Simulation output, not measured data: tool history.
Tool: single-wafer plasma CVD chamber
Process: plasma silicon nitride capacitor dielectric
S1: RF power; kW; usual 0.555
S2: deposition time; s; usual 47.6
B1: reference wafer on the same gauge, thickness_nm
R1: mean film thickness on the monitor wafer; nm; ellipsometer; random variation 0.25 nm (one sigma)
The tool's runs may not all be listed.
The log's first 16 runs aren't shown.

Run 17, hour 359.8: usual settings; B1 82.854. Result: R1 75.321 nm.
Run 18, hour 380.4: usual settings; B1 82.925. Result: R1 75.547 nm.
Run 19, hour 404.4: usual settings; B1 82.862. Result: R1 75.288 nm.
Run 20, hour 429.3: usual settings; B1 82.923. Result: R1 75.419 nm.
Run 21, hour 446.8: usual settings; B1 82.942. Result: R1 75.166 nm.
Run 22, hour 467.9: usual settings; B1 82.883. Result: R1 75.585 nm.
At hour 477.7: gauge calibrated.
Run 23, hour 492.8: usual settings; B1 82.879. Result: R1 75.232 nm.
Run 24, hour 515.1: usual settings but S2 42.2 s; B1 82.885. Result: R1 66.603 nm.
At hour 554.0: RF generator calibrated.
Run 25, hour 554.5: usual settings but S1 0.600 kW, S2 52.7 s; B1 82.886. Result: R1 88.932 nm.
Run 26, hour 575.4: usual settings but S2 51.5 s; B1 82.885. Result: R1 83.871 nm.
Run 27, hour 592.5: usual settings but S1 0.520 kW, S2 53.4 s; B1 82.898. Result: R1 84.614 nm.
At hour 605.8: showerhead replaced.
Run 28, hour 616.0: usual settings but S1 0.585 kW, S2 51.0 s; B1 82.876. Result: R1 84.927 nm.
Run 29, hour 645.6: usual settings but S2 44.3 s; B1 82.889. Result: R1 72.531 nm.
Run 30, hour 666.1: usual settings but S1 0.635 kW, S2 38.3 s; B1 82.907. Result: R1 66.137 nm.
Run 31, hour 696.7: usual settings but S1 0.485 kW; B1 82.905. Result: R1 74.135 nm.
Run 32, hour 715.9: usual settings but S1 0.615 kW, S2 53.2 s; B1 82.867. Result: R1 90.781 nm.
Run 33, hour 741.8: usual settings but S1 0.480 kW, S2 44.3 s; B1 82.828. Result: R1 68.087 nm.
Run 34, hour 760.4: usual settings; B1 82.943. Result: R1 77.975 nm.
Run 35, hour 793.3: usual settings but S2 44.7 s; B1 82.920. Result: R1 72.910 nm.
Run 36, hour 812.4: usual settings; B1 82.880. Result: R1 77.468 nm.
Run 37, hour 831.9: usual settings but S1 0.630 kW, S2 53.2 s; B1 82.922. Result: R1 90.960 nm.
Run 38, hour 862.0: usual settings; B1 82.838. Result: R1 77.674 nm.
Run 39, hour 891.3: usual settings; B1 82.968. Result: R1 77.764 nm.
Run 40, hour 924.5: usual settings but S1 0.525 kW, S2 42.2 s; B1 82.891. Result: R1 67.219 nm.

Forecast each of these 5 alternatives for the next run:
Run A, hour 924.9: usual settings but S2 43.4 s; B1 ?. Result: R1 ?.
Run B, hour 924.9: usual settings but S1 0.510 kW, S2 51.2 s; B1 ?. Result: R1 ?.
Run C, hour 924.9: usual settings but S1 0.495 kW, S2 55.8 s; B1 ?. Result: R1 ?.
Run D, hour 924.9: usual settings but S1 0.615 kW, S2 56.3 s; B1 ?. Result: R1 ?.
Run E, hour 924.9: usual settings but S1 0.465 kW; B1 ?. Result: R1 ?.

run      B1      R1
  A  82.906  70.438
  B  82.906  80.393
  C  82.906  86.580
  D  82.906  95.019
  E  82.906  72.012
Without the tool's hidden state the same runs would have given:
run      R1
  A  70.939
  B  80.965
  C  87.196
  D  95.695
  E  72.524

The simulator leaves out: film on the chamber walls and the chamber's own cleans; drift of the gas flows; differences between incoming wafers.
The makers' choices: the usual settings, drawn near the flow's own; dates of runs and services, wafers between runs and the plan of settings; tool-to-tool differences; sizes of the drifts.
